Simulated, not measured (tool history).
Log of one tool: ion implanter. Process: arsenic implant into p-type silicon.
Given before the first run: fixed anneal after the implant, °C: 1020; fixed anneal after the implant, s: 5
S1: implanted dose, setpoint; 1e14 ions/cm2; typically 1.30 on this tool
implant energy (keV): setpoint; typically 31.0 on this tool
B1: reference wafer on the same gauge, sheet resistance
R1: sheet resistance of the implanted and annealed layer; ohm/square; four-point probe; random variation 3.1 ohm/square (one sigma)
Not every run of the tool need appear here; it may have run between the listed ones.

{"run": 1, "day": 0.0, "S1": 1.0, "implant energy (keV)": 36.0, "B1": 578.72, "R1": 651.01}
{"run": 2, "day": 8.792, "S1": 1.0, "implant energy (keV)": 36.0, "B1": 583.99, "R1": 653.94}
{"run": 3, "day": 11.421, "S1": 1.58, "implant energy (keV)": 31.0, "B1": 585.22, "R1": 495.42}
{"run": 4, "day": 14.233, "S1": 1.58, "implant energy (keV)": 31.0, "B1": 586.45, "R1": 493.21}
{"run": 5, "day": 16.833, "S1": 1.3, "implant energy (keV)": 36.0, "B1": 587.57, "R1": 553.15}
{"run": 6, "day": 19.142, "S1": 1.3, "implant energy (keV)": 36.0, "B1": 588.73, "R1": 551.96}
{"day": 21.362, "done": "Faraday cup replaced and dose calibrated"}
{"run": 7, "day": 22.5, "S1": 1.3, "implant energy (keV)": 31.0, "B1": 588.29, "R1": 571.59}
{"run": 8, "day": 25.738, "S1": 1.3, "implant energy (keV)": 31.0, "B1": 590.02, "R1": 567.32}
{"run": 9, "day": 28.079, "S1": 1.3, "implant energy (keV)": 31.0, "B1": 589.66, "R1": 566.36}
{"day": 32.992, "done": "gauge calibrated"}
{"run": 10, "day": 33.371, "S1": 1.3, "implant energy (keV)": 31.0, "B1": 567.88, "R1": 549.87}
{"run": 11, "day": 37.362, "S1": 1.6, "implant energy (keV)": 25.0, "B1": 573.73, "R1": 492.85}
{"run": 12, "day": 41.821, "S1": 1.49, "implant energy (keV)": 34.5, "B1": 578.89, "R1": 499.56}
{"day": 42.612, "done": "extraction supply calibrated"}
{"run": 13, "day": 43.621, "S1": 1.61, "implant energy (keV)": 31.0, "B1": 579.59, "R1": 482.5}
{"run": 14, "day": 48.062, "S1": 1.43, "implant energy (keV)": 39.5, "B1": 583.5, "R1": 506.17}
{"run": 15, "day": 50.846, "S1": 1.3, "implant energy (keV)": 31.0, "B1": 583.79, "R1": 560.52}
{"run": 16, "day": 53.233, "S1": 1.3, "implant energy (keV)": 20.5, "B1": 584.57, "R1": 606.0}
{"run": 17, "day": 54.958, "S1": 1.3, "implant energy (keV)": 31.0, "B1": 585.72, "R1": 556.94}
{"run": 18, "day": 56.875, "S1": 1.64, "implant energy (keV)": 27.0, "B1": 586.01, "R1": 491.33}

State the hidden condition of the tool at each of the runs:
deviation of the true dose from the Faraday cup's reading, %: 0 in every run
deviation of the true energy from its setpoint, %: 0 in every run
H1: gauge reads high (%)
run=1 H1=1.52
run=2 H1=2.71
run=3 H1=2.93
run=4 H1=3.12
run=5 H1=3.26
run=6 H1=3.36
run=7 H1=3.48
run=8 H1=3.57
run=9 H1=3.62
run=10 H1=-0.139
run=11 H1=0.862
run=12 H1=1.65
run=13 H1=1.9
run=14 H1=2.37
run=15 H1=2.59
run=16 H1=2.75
run=17 H1=2.84
run=18 H1=2.93

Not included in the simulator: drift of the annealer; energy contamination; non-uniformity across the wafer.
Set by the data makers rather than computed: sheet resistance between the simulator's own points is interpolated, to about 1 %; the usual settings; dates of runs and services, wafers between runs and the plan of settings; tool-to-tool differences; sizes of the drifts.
